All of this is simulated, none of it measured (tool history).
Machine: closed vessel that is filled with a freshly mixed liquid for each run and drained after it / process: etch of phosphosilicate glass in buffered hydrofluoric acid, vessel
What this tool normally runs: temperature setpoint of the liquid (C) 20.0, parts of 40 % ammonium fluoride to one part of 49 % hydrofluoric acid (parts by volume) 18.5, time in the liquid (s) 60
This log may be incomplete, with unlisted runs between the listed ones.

run,day,temperature setpoint of the liquid (C),parts of 40 % ammonium fluoride to one part of 49 % hydrofluoric acid (parts by volume),time in the liquid (s),"read-back film thickness of the phosphosilicate glass reference wafer, read on the same gauge (nm)",thickness taken off the phosphosilicate glass on a monitor wafer (Å)
1,0.000,20.0,23.0,60,39.97,704.3
# day 0.050: gauge calibrated
2,1.017,20.0,18.5,60,40.02,847.1
3,2.567,17.0,18.5,60,40.01,736.0
4,4.454,17.0,18.5,60,40.01,721.9
5,7.354,20.0,15.0,60,40.01,1065.7
6,8.762,20.0,15.0,60,39.95,1071.2
7,9.842,20.0,18.5,60,40.01,884.3
8,12.667,20.0,18.5,60,40.00,886.5
9,14.508,20.0,18.5,60,40.02,890.9
10,16.475,17.5,25.5,70,39.98,721.8
# day 18.067: thermometer replaced
11,19.329,20.0,11.5,60,39.96,1301.5
12,21.262,18.0,18.5,60,39.97,735.4
13,23.454,20.0,18.5,75,39.99,1054.6
14,25.754,22.0,18.5,60,39.95,945.3
15,27.942,20.0,18.5,60,40.01,846.0
16,30.333,22.5,18.5,60,40.00,986.1
17,31.421,20.0,18.5,60,40.00,847.7
# day 37.658: hydrofluoric acid flow meter replaced
18,40.288,25.0,21.0,30,40.03,520.6
19,42.317,20.0,18.5,60,39.98,878.7
20,45.104,20.0,12.5,60,39.95,1317.4
21,46.304,17.0,24.5,95,39.96,973.7
# day 46.362: thermometer replaced
22,47.333,23.5,16.0,90,39.95,1734.8
23,49.592,20.0,18.5,60,40.02,835.6
24,51.579,17.0,18.5,95,40.03,1120.5
25,54.246,17.0,12.5,75,40.04,1314.5
26,56.400,20.0,18.5,60,40.03,851.7
27,59.125,20.0,22.5,60,39.99,729.8
28,60.304,17.5,23.0,60,39.98,626.4
29,62.946,21.5,14.0,60,40.01,1254.8
30,65.004,20.0,18.5,60,40.03,870.0
31,67.496,20.0,18.5,60,40.01,878.7
# day 69.371: thermometer replaced
32,69.496,20.0,18.5,60,40.06,814.3

Run by run, hidden condition taken away, random variation retained:
The tool's hidden condition here consists of: liquid hotter than its thermometer reads (K); hydrofluoric acid flow above the setpoint (%); gauge reads high (%).
run,thickness taken off the phosphosilicate glass on a monitor wafer (Å)
1,673.1
2,806.4
3,696.0
4,678.0
5,991.7
6,991.8
7,815.5
8,809.4
9,808.0
10,649.0
11,1286.3
12,721.8
13,1026.6
14,913.5
15,810.7
16,937.4
17,802.0
18,478.4
19,799.6
20,1187.1
21,871.3
22,1716.8
23,820.3
24,1091.4
25,1268.1
26,815.8
27,691.9
28,591.0
29,1174.9
30,807.6
31,808.5
32,798.5

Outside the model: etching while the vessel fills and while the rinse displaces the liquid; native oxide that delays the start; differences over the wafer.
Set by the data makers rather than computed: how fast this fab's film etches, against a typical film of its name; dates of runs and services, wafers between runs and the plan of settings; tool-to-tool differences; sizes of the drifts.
